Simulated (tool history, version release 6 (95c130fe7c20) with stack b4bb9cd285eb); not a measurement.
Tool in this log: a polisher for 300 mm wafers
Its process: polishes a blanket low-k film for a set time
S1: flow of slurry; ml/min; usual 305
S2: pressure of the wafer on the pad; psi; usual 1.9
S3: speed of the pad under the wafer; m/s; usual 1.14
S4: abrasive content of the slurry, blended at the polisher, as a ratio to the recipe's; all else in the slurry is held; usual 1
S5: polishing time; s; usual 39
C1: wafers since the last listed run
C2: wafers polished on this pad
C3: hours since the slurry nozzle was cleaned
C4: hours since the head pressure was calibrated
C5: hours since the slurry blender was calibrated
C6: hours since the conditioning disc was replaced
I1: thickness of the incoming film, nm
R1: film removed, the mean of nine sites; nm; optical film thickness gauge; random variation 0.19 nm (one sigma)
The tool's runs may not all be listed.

run	hour	S1	S2	S3	S4	S5	C1	C2	C3	C4	C5	C6	I1	R1
1	0	305	1.9	1.14	1	39	0	807	715.1	653.5	344.9	69.5	595.6	19.5
# hour 27.4: worn pad replaced by a new one
2	28.6	305	1.9	1.14	1	39	372	17	743.7	682.1	373.5	98.1	589.4	20
3	40.9	305	1.9	1.14	1	39	186	204	756	694.4	385.8	110.4	597.8	20.4
4	52	305	1.9	1.14	1	39	168	372	767.1	705.5	396.9	121.5	592.4	19.7
5	72.3	305	1.9	1.14	1	39	307	679	787.4	725.8	417.2	141.8	589.7	19.5
6	85	305	1.9	1.14	1	39	192	871	800.1	738.5	429.9	154.5	605.5	19.1
# hour 94.2: worn pad replaced by a new one
7	94.7	305	1.9	1.14	1	39	86	7	809.8	748.2	439.6	164.2	602.8	20.1
# hour 101: slurry nozzle cleaned
8	110.3	305	1.5	1.14	1.15	35	221	228	9.3	763.8	455.2	179.8	592.1	15.6
9	121.1	305	1.9	1.14	1	44	163	392	20.1	774.6	466	190.6	602.6	22.4
# hour 124.5: slurry blender recalibrated
10	133.3	390	1.9	1.14	1	39	154	546	32.3	786.8	8.8	202.8	607.4	20.4
11	144.8	305	1.9	1.14	1	44	174	721	43.8	798.3	20.3	214.3	594	22
# hour 147.8: conditioning disc replaced and pad reconditioned
12	161.7	270	1.9	1.14	1	46	225	946	60.7	815.2	37.2	13.9	593	22.2
# hour 164.7: head pressure recalibrated
13	171.7	305	1.9	1.14	1	39	121	1067	70.7	7	47.2	23.9	591.9	18.9
# hour 177: worn pad replaced by a new one
14	214.9	305	2.4	1.14	1	39	593	573	113.9	50.2	90.4	67.1	597.3	24.1
15	224.1	305	1.9	1.14	1	39	139	712	123.1	59.4	99.6	76.3	608.8	19.4

Forecast each of these 5 alternatives for the next run:
A	224.5	305	1.9	1.14	1	39	6	718	123.5	59.8	100	76.7	599.6	?
B	224.5	410	1.9	1.14	1	39	6	718	123.5	59.8	100	76.7	599.6	?
C	224.5	410	1.9	0.82	1	39	6	718	123.5	59.8	100	76.7	599.6	?
D	224.5	230	1.7	0.84	1	50	6	718	123.5	59.8	100	76.7	599.6	?
E	224.5	210	1.4	0.84	1	39	6	718	123.5	59.8	100	76.7	599.6	?

run	R1
A	19.6
B	20.1
C	17
D	19
E	12.5
Had the tool no hidden state, the same runs would have come out as:
run	R1
A	20.1
B	20.6
C	17.4
D	19.5
E	12.8
